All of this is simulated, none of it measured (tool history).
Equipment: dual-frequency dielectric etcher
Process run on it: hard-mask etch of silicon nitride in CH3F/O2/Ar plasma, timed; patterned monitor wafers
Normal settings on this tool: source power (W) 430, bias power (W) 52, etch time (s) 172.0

| run | day | source power (W) | bias power (W) | etch time (s) | wafers since the last listed run | hours since the last wet clean | hours since the last source power generator calibration | hours since the last bias power generator calibration | hours since the last upper electrode change | hours since the gauge calibration | read-back reference wafer on the same gauge, depth_nm | mean etch depth across the wafer (angstrom) |
|---|---|---|---|---|---|---|---|---|---|---|---|---|
| 1 | 0.000 | 430 | 52 | 172.0 | 0 | 79.3 | 1143.7 | 4249.1 | 2577.6 | 561.4 | 103.0 | 1022 |
| 2 | 1.788 | 430 | 52 | 172.0 | 260 | 122.2 | 1186.6 | 4292.0 | 2620.5 | 604.3 | 103.0 | 1045 |
| 3 | 6.058 | 400 | 52 | 172.0 | 622 | 224.7 | 1289.1 | 4394.5 | 2723.0 | 706.8 | 103.0 | 1024 |
| 4 | 9.117 | 430 | 52 | 172.0 | 445 | 298.1 | 1362.5 | 4467.9 | 2796.4 | 780.2 | 103.1 | 1064 |
|  | 14.200 | wet clean of the chamber |
| 5 | 14.221 | 430 | 55 | 172.0 | 598 | 0.5 | 1485.0 | 4590.4 | 2918.9 | 902.7 | 102.9 | 1064 |
| 6 | 15.483 | 430 | 55 | 172.0 | 184 | 30.8 | 1515.3 | 4620.7 | 2949.2 | 933.0 | 103.0 | 1054 |
| 7 | 17.367 | 430 | 55 | 172.0 | 274 | 76.0 | 1560.5 | 4665.9 | 2994.4 | 978.2 | 102.9 | 1066 |
| 8 | 21.179 | 430 | 52 | 172.0 | 555 | 167.5 | 1652.0 | 4757.4 | 3085.9 | 1069.7 | 103.0 | 1053 |
|  | 22.504 | bias power generator calibrated |
| 9 | 24.383 | 430 | 52 | 172.0 | 442 | 244.4 | 1728.9 | 45.1 | 3162.8 | 1146.6 | 103.0 | 1067 |
| 10 | 28.446 | 430 | 52 | 172.0 | 592 | 341.9 | 1826.4 | 142.6 | 3260.3 | 1244.1 | 103.0 | 1068 |
|  | 30.833 | source power generator calibrated |
|  | 31.800 | wet clean of the chamber |
|  | 32.700 | upper electrode replaced |
|  | 32.767 | gauge calibrated |
| 11 | 40.904 | 430 | 55 | 172.0 | 1519 | 218.5 | 241.7 | 441.6 | 196.9 | 195.3 | 103.1 | 1078 |
| 12 | 43.821 | 330 | 46 | 153.0 | 425 | 288.5 | 311.7 | 511.6 | 266.9 | 265.3 | 103.1 | 828 |
| 13 | 47.067 | 350 | 52 | 213.0 | 473 | 366.4 | 389.6 | 589.5 | 344.8 | 343.2 | 103.0 | 1258 |
|  | 48.550 | wet clean of the chamber |
| 14 | 50.329 | 430 | 52 | 172.0 | 329 | 42.7 | 467.9 | 667.8 | 423.1 | 421.5 | 103.0 | 1044 |
| 15 | 52.050 | 430 | 52 | 133.0 | 250 | 84.0 | 509.2 | 709.1 | 464.4 | 462.8 | 103.0 | 810 |
| 16 | 55.029 | 380 | 52 | 204.5 | 434 | 155.5 | 580.7 | 780.6 | 535.9 | 534.3 | 103.0 | 1207 |
| 17 | 57.567 | 460 | 52 | 172.0 | 369 | 216.4 | 641.6 | 841.5 | 596.8 | 595.2 | 103.0 | 1089 |
| 18 | 60.196 | 360 | 56 | 156.0 | 383 | 279.5 | 704.7 | 904.6 | 659.9 | 658.3 | 103.0 | 953 |
| 19 | 63.129 | 430 | 52 | 172.0 | 427 | 349.9 | 775.1 | 975.0 | 730.3 | 728.7 | 103.0 | 1073 |
|  | 66.292 | wet clean of the chamber |
| 20 | 66.312 | 330 | 60 | 187.0 | 318 | 0.5 | 851.5 | 1051.4 | 806.7 | 805.1 | 103.1 | 1123 |

Here are 5 independent what-if runs from the current tool condition. What would each one return?
| A | 66.333 | 430 | 61 | 172.0 | 3 | 1.0 | 852.0 | 1051.9 | 807.2 | 805.6 | ? | ? |
| B | 66.333 | 490 | 49 | 172.0 | 3 | 1.0 | 852.0 | 1051.9 | 807.2 | 805.6 | ? | ? |
| C | 66.333 | 330 | 60 | 172.0 | 3 | 1.0 | 852.0 | 1051.9 | 807.2 | 805.6 | ? | ? |
| D | 66.333 | 430 | 44 | 172.0 | 3 | 1.0 | 852.0 | 1051.9 | 807.2 | 805.6 | ? | ? |
| E | 66.333 | 430 | 48 | 134.5 | 3 | 1.0 | 852.0 | 1051.9 | 807.2 | 805.6 | ? | ? |

| run | read-back reference wafer on the same gauge, depth_nm | mean etch depth across the wafer (angstrom) |
|---|---|---|
| A | 102.9 | 1111 |
| B | 102.9 | 1054 |
| C | 102.9 | 1025 |
| D | 102.9 | 969 |
| E | 102.9 | 786 |
With no hidden state in the tool, these same runs would have given:
| run | mean etch depth across the wafer (angstrom) |
|---|---|
| A | 1099 |
| B | 1042 |
| C | 1014 |
| D | 958 |
| E | 777 |

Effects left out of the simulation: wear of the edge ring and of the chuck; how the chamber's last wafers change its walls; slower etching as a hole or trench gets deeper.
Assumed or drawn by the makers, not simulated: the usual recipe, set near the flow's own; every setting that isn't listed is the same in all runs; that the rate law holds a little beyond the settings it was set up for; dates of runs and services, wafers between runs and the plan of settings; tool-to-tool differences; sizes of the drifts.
